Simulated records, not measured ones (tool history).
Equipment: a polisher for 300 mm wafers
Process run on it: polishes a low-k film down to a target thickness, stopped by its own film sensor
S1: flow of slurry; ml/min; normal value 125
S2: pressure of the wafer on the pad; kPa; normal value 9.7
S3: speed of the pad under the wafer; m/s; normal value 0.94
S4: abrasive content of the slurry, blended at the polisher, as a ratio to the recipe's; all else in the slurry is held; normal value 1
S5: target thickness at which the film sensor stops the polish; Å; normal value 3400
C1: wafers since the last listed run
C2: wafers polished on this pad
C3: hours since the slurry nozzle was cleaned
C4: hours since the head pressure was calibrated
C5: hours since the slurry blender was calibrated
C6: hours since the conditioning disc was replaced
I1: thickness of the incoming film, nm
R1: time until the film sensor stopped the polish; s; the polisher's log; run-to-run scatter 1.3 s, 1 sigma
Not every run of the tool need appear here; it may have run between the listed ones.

run	hour	S1	S2	S3	S4	S5	C1	C2	C3	C4	C5	C6	I1	R1
1	0	125	9.7	0.94	1	3400	0	1159	343.4	351.5	174.2	8.5	380.6	134.6
# hour 53.3: head pressure recalibrated
# hour 82.4: slurry blender recalibrated
2	82.9	125	9.7	0.94	1	3400	827	1987	426.3	29.6	0.5	91.4	376.6	122.3
# hour 91.5: slurry nozzle cleaned
3	131.3	125	9.7	0.94	1	3400	497	2484	39.8	78	48.9	139.8	384.5	148.2
# hour 177.5: worn pad replaced by a new one
4	234	125	9.7	0.94	1	3400	1035	593	142.5	180.7	151.6	242.5	381.8	137.6
5	304.2	125	9.7	0.94	1	3400	736	1329	212.7	250.9	221.8	312.7	379	130
# hour 367.1: slurry blender recalibrated
6	367.6	125	9.7	0.94	1	3400	643	1973	276.1	314.3	0.5	376.1	385.9	153.3
# hour 436.7: worn pad replaced by a new one
# hour 447.2: head pressure recalibrated
# hour 465.7: conditioning disc replaced and pad reconditioned
# hour 480.1: slurry nozzle cleaned
7	516.3	125	9.7	0.94	1	3400	1465	782	36.2	69.1	149.2	50.6	380.2	135.1
8	555.3	125	9.7	0.94	1	3400	409	1191	75.2	108.1	188.2	89.6	383.1	145.5
9	645.7	125	9.7	0.94	1	3400	948	2139	165.6	198.5	278.6	180	381.4	138.9
# hour 663.1: slurry blender recalibrated
10	710.3	125	9.7	0.94	1	3400	656	2796	230.2	263.1	47.2	244.6	381.4	138.3
# hour 714.5: worn pad replaced by a new one
11	800.3	125	9.7	0.94	1	3400	901	899	320.2	353.1	137.2	334.6	377.3	122.7
12	850.8	125	9.7	0.94	1	3400	529	1429	370.7	403.6	187.7	385.1	383	144.1
# hour 896.7: slurry nozzle cleaned
# hour 906.2: head pressure recalibrated
13	938.8	125	9.7	0.66	1	3400	891	2320	42.1	32.6	275.7	473.1	379.2	174.2
# hour 941.3: conditioning disc replaced and pad reconditioned
# hour 970.7: slurry blender recalibrated
14	1014.9	90	8.3	0.94	1.1	3290	756	3076	118.2	108.7	44.2	73.6	386.4	234.1
# hour 1025.7: worn pad replaced by a new one
15	1074	125	9.7	0.94	1	3400	577	507	177.3	167.8	103.3	132.7	382.6	141.4
16	1120.6	125	9.7	0.94	1	3500	488	995	223.9	214.4	149.9	179.3	374.1	81.4
17	1198.1	125	8.3	0.74	1	3400	812	1808	301.4	291.9	227.4	256.8	376.2	173.7
# hour 1246.8: slurry blender recalibrated
# hour 1261.3: slurry nozzle cleaned
18	1282.2	140	9.7	0.94	0.75	3400	850	2659	20.9	376	35.4	340.9	383	175.4
19	1320.1	125	12.4	0.94	1.2	3400	397	3056	58.8	413.9	73.3	378.8	375.3	83.8
# hour 1342.8: head pressure recalibrated
# hour 1367: worn pad replaced by a new one
20	1390.3	110	12.4	1.26	1	3450	673	244	129	47.5	143.5	449	383.1	81.3

Run 21 is up next; what results do you expect?
# hour 1425.4: conditioning disc replaced and pad reconditioned
21	1427	125	12.4	0.94	1.2	3400	363	608	165.7	84.2	180.2	1.6	374.3	?

{"run 21": {"R1": 79.7}}
Without the tool's hidden state the same run would have given R1 79.7 s.
